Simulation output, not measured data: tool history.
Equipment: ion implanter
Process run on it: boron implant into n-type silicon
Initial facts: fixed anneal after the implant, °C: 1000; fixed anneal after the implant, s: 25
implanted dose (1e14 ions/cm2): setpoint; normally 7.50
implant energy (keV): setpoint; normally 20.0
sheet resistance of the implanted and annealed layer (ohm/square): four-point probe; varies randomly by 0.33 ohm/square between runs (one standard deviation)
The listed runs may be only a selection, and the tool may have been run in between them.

run	day	implanted dose (1e14 ions/cm2)	implant energy (keV)	read-back reference wafer on the same gauge, sheet resistance	sheet resistance of the implanted and annealed layer (ohm/square)
1	0.000	7.50	14.5	181.95	157.37
2	2.121	7.50	14.5	182.06	157.02
3	2.904	7.50	14.5	182.02	157.14
4	6.788	7.50	20.0	181.99	152.15
5	7.704	7.50	20.0	182.03	152.70
6	11.862	7.50	20.0	182.07	151.80
7	12.683	7.50	20.0	181.95	151.36
8	13.846	7.50	20.0	182.06	151.71
9	15.312	8.49	20.0	181.98	136.51
10	16.092	8.49	20.0	181.97	136.56
11	17.392	7.50	20.0	181.95	151.95
12	18.292	7.50	20.0	182.03	151.58
13	19.258	7.50	20.0	181.97	151.09
14	20.617	7.50	20.0	182.03	151.13
15	21.762	5.35	25.0	181.92	196.62
# day 22.362: Faraday cup replaced and dose calibrated
16	22.808	7.50	20.0	182.03	163.87
17	23.654	5.88	26.5	181.94	196.62
18	24.196	7.50	20.0	182.01	165.12
19	25.158	6.57	17.5	182.01	186.23
# day 25.888: gauge calibrated
20	26.438	7.50	25.5	181.96	160.46
21	27.288	5.95	26.0	181.99	195.80
# day 28.658: extraction supply calibrated
22	28.712	7.50	20.0	182.09	164.56
23	30.154	6.77	20.0	182.00	179.28

Run 24 has not been measured yet. What should we expect?
24	30.758	6.77	20.0	?	?

{"run 24": {"read-back reference wafer on the same gauge, sheet resistance": 182.01, "sheet resistance of the implanted and annealed layer (ohm/square)": 179.63}}
Without the tool's hidden state the same run would have given sheet resistance of the implanted and annealed layer (ohm/square) 169.71.
